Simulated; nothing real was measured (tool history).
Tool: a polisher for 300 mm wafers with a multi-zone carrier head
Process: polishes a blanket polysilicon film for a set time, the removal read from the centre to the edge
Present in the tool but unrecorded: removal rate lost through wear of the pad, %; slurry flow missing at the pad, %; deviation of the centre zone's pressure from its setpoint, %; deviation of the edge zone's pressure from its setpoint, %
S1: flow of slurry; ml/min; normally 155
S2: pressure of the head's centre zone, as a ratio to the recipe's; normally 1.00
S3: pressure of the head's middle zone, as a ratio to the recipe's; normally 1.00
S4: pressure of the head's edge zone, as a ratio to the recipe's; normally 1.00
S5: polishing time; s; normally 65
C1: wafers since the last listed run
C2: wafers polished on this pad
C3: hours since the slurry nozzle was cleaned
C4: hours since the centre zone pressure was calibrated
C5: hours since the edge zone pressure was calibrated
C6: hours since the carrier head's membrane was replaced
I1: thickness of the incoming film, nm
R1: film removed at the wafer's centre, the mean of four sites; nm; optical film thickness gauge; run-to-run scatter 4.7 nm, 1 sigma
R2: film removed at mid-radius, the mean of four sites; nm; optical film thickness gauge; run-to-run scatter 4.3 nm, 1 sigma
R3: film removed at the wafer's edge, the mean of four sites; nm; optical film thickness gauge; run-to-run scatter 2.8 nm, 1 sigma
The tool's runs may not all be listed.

Run 1, hour 0.0: usual settings but S3 1.09, S5 82 s; C1 0; C2 5246; C3 161.9; C4 212.6; C5 204.2; C6 1104.0; I1 1567.3. Result: R1 445.8 nm, R2 480.2 nm, R3 429.5 nm.
Run 2, hour 42.9: usual settings but S1 130 ml/min; C1 538; C2 5784; C3 204.8; C4 255.5; C5 247.1; C6 1146.9; I1 1579.1. Result: R1 335.8 nm, R2 340.7 nm, R3 326.6 nm.
Run 3, hour 141.0: usual settings but S1 130 ml/min; C1 1230; C2 7015; C3 302.9; C4 353.6; C5 345.2; C6 1245.0; I1 1578.5. Result: R1 334.6 nm, R2 332.3 nm, R3 322.5 nm.
At hour 147.0: worn pad replaced by a new one.
Run 4, hour 244.6: usual settings but S5 72 s; C1 1249; C2 1224; C3 406.5; C4 457.2; C5 448.8; C6 1348.6; I1 1563.4. Result: R1 439.4 nm, R2 421.7 nm, R3 411.1 nm.
At hour 285.8: slurry nozzle cleaned.
Run 5, hour 350.6: usual settings but S5 72 s; C1 1317; C2 2541; C3 64.8; C4 563.2; C5 554.8; C6 1454.6; I1 1579.4. Result: R1 436.5 nm, R2 411.1 nm, R3 396.4 nm.
At hour 450.7: carrier head's membrane replaced by a new one.
Run 6, hour 454.7: usual settings but S5 72 s; C1 1243; C2 3784; C3 168.9; C4 667.3; C5 658.9; C6 4.0; I1 1602.0. Result: R1 433.9 nm, R2 399.2 nm, R3 387.3 nm.
Run 7, hour 540.4: usual settings but S1 180 ml/min, S2 1.11, S3 0.91, S5 53 s; C1 1075; C2 4860; C3 254.6; C4 753.0; C5 744.6; C6 89.7; I1 1569.1. Result: R1 345.5 nm, R2 273.7 nm, R3 282.3 nm.
At hour 609.8: edge zone pressure recalibrated.
Run 8, hour 645.4: usual settings but S1 120 ml/min, S2 1.10, S4 1.05, S5 75 s; C1 1292; C2 6152; C3 359.6; C4 858.0; C5 35.6; C6 194.7; I1 1572.8. Result: R1 447.6 nm, R2 376.2 nm, R3 384.1 nm.
At hour 677.2: worn pad replaced by a new one.
Run 9, hour 726.0: usual settings but S2 1.05, S3 0.91; C1 960; C2 611; C3 440.2; C4 938.6; C5 116.2; C6 275.3; I1 1574.8. Result: R1 437.1 nm, R2 357.5 nm, R3 370.1 nm.
At hour 741.3: slurry nozzle cleaned.
Run 10, hour 829.9: usual settings but S1 115 ml/min, S3 1.08, S5 76 s; C1 1290; C2 1902; C3 88.6; C4 1042.5; C5 220.1; C6 379.2; I1 1548.4. Result: R1 453.6 nm, R2 455.9 nm, R3 416.9 nm.
At hour 908.1: centre zone pressure recalibrated.
Run 11, hour 981.0: usual settings but S3 1.10, S5 83 s; C1 1870; C2 3773; C3 239.7; C4 72.9; C5 371.2; C6 530.3; I1 1553.2. Result: R1 451.6 nm, R2 496.2 nm, R3 448.7 nm.
Run 12, hour 1021.8: usual settings but S4 0.96; C1 511; C2 4285; C3 280.5; C4 113.7; C5 412.0; C6 571.1; I1 1565.5. Result: R1 360.3 nm, R2 352.3 nm, R3 343.2 nm.
Run 13, hour 1078.2: usual settings; C1 707; C2 4992; C3 336.9; C4 170.1; C5 468.4; C6 627.5; I1 1595.6. Result: R1 353.0 nm, R2 351.5 nm, R3 344.6 nm.
Run 14, hour 1137.4: usual settings but S1 120 ml/min, S2 1.10, S4 1.05, S5 75 s; C1 742; C2 5735; C3 396.1; C4 229.3; C5 527.6; C6 686.7; I1 1603.3. Result: R1 420.4 nm, R2 384.6 nm, R3 394.4 nm.

Predict the results of run 15:
At hour 1191.0: worn pad replaced by a new one.
At hour 1220.4: slurry nozzle cleaned.
Run 15, hour 1227.4: usual settings but S2 0.97, S5 80 s; C1 1066; C2 444; C3 7.0; C4 319.3; C5 617.6; C6 776.7; I1 1577.7. Result: R1 ?, R2 ?, R3 ?.

R1: 455.7 nm
R2: 466.2 nm
R3: 453.8 nm
The same run, on a tool lacking any hidden state, would have yielded R1 460.3 nm, R2 482.0 nm, R3 469.2 nm.
